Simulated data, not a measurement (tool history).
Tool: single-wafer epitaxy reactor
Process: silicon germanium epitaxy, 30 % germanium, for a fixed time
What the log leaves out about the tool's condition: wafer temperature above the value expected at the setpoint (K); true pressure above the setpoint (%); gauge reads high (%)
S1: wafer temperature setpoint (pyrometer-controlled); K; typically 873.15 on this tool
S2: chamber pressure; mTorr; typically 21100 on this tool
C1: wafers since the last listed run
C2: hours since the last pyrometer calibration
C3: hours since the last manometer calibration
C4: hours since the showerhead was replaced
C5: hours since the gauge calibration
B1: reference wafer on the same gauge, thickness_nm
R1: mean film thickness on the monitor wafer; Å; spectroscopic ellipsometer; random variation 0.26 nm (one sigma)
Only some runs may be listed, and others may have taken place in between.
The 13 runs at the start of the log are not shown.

run 14 hour=159.5 | S1=862.15 S2=21100 | C1=338 C2=86.3 C3=2147.7 C4=79.5 C5=606.5 | B1=54.477 | R1=524.13
run 15 hour=172.3 | S1=873.15 S2=21100 | C1=326 C2=99.1 C3=2160.5 C4=92.3 C5=619.3 | B1=54.474 | R1=661.70
run 16 hour=184.4 | S1=878.15 S2=24200 | C1=308 C2=111.2 C3=2172.6 C4=104.4 C5=631.4 | B1=54.509 | R1=793.47
-- hour=197.4 capacitance manometer re-zeroed and calibrated
run 17 hour=197.9 | S1=873.15 S2=21100 | C1=140 C2=124.7 C3=0.5 C4=117.9 C5=644.9 | B1=54.486 | R1=662.51
run 18 hour=198.2 | S1=878.15 S2=25700 | C1=7 C2=125.0 C3=0.8 C4=118.2 C5=645.2 | B1=54.526 | R1=821.10
-- hour=211.1 gauge calibrated
-- hour=218.0 pyrometer calibrated, repeated, since the last time left the tool worse
run 19 hour=218.5 | S1=864.15 S2=17400 | C1=313 C2=0.5 C3=21.1 C4=138.5 C5=7.4 | B1=54.533 | R1=407.34
run 20 hour=228.0 | S1=873.15 S2=21100 | C1=242 C2=10.0 C3=30.6 C4=148.0 C5=16.9 | B1=54.471 | R1=556.42
run 21 hour=238.5 | S1=873.15 S2=24200 | C1=267 C2=20.5 C3=41.1 C4=158.5 C5=27.4 | B1=54.549 | R1=607.41
run 22 hour=248.2 | S1=873.15 S2=21100 | C1=247 C2=30.2 C3=50.8 C4=168.2 C5=37.1 | B1=54.593 | R1=559.11
run 23 hour=261.7 | S1=863.15 S2=22500 | C1=343 C2=43.7 C3=64.3 C4=181.7 C5=50.6 | B1=54.518 | R1=470.02
run 24 hour=278.7 | S1=862.15 S2=19800 | C1=433 C2=60.7 C3=81.3 C4=198.7 C5=67.6 | B1=54.450 | R1=426.07
run 25 hour=322.9 | S1=865.15 S2=25200 | C1=1126 C2=104.9 C3=125.5 C4=242.9 C5=111.8 | B1=54.493 | R1=525.70
run 26 hour=338.1 | S1=873.15 S2=21100 | C1=387 C2=120.1 C3=140.7 C4=258.1 C5=127.0 | B1=54.456 | R1=558.77
run 27 hour=354.0 | S1=885.15 S2=19200 | C1=405 C2=136.0 C3=156.6 C4=274.0 C5=142.9 | B1=54.478 | R1=672.63
run 28 hour=362.2 | S1=884.15 S2=21100 | C1=208 C2=144.2 C3=164.8 C4=282.2 C5=151.1 | B1=54.483 | R1=699.72
run 29 hour=378.4 | S1=861.15 S2=16700 | C1=412 C2=160.4 C3=181.0 C4=298.4 C5=167.3 | B1=54.427 | R1=376.37
run 30 hour=395.2 | S1=873.15 S2=21100 | C1=428 C2=177.2 C3=197.8 C4=315.2 C5=184.1 | B1=54.473 | R1=564.30
run 31 hour=403.5 | S1=860.15 S2=22400 | C1=211 C2=185.5 C3=206.1 C4=323.5 C5=192.4 | B1=54.469 | R1=438.22
run 32 hour=417.1 | S1=883.15 S2=16700 | C1=346 C2=199.1 C3=219.7 C4=337.1 C5=206.0 | B1=54.456 | R1=599.09
run 33 hour=426.8 | S1=861.15 S2=17400 | C1=247 C2=208.8 C3=229.4 C4=346.8 C5=215.7 | B1=54.601 | R1=387.99
run 34 hour=435.9 | S1=881.15 S2=16900 | C1=231 C2=217.9 C3=238.5 C4=355.9 C5=224.8 | B1=54.573 | R1=582.21
run 35 hour=449.7 | S1=873.15 S2=24100 | C1=351 C2=231.7 C3=252.3 C4=369.7 C5=238.6 | B1=54.621 | R1=611.25

Each row is a separate what-if for the run after 35, all from the same tool condition, not one after another. Results?
run A hour=450.1 | S1=873.15 S2=21100 | C1=10 C2=232.1 C3=252.7 C4=370.1 C5=239.0 | B1=? | R1=?
run B hour=450.1 | S1=864.15 S2=22700 | C1=10 C2=232.1 C3=252.7 C4=370.1 C5=239.0 | B1=? | R1=?
run C hour=450.1 | S1=867.15 S2=23700 | C1=10 C2=232.1 C3=252.7 C4=370.1 C5=239.0 | B1=? | R1=?
run D hour=450.1 | S1=873.15 S2=18000 | C1=10 C2=232.1 C3=252.7 C4=370.1 C5=239.0 | B1=? | R1=?

run=A B1=54.433 R1=561.78
run=B B1=54.433 R1=484.68
run=C B1=54.433 R1=529.21
run=D B1=54.433 R1=510.03
With the hidden condition removed and each run's random variation left untouched, the same runs would have given:
run=A R1=561.52
run=B R1=484.46
run=C R1=528.97
run=D R1=509.79

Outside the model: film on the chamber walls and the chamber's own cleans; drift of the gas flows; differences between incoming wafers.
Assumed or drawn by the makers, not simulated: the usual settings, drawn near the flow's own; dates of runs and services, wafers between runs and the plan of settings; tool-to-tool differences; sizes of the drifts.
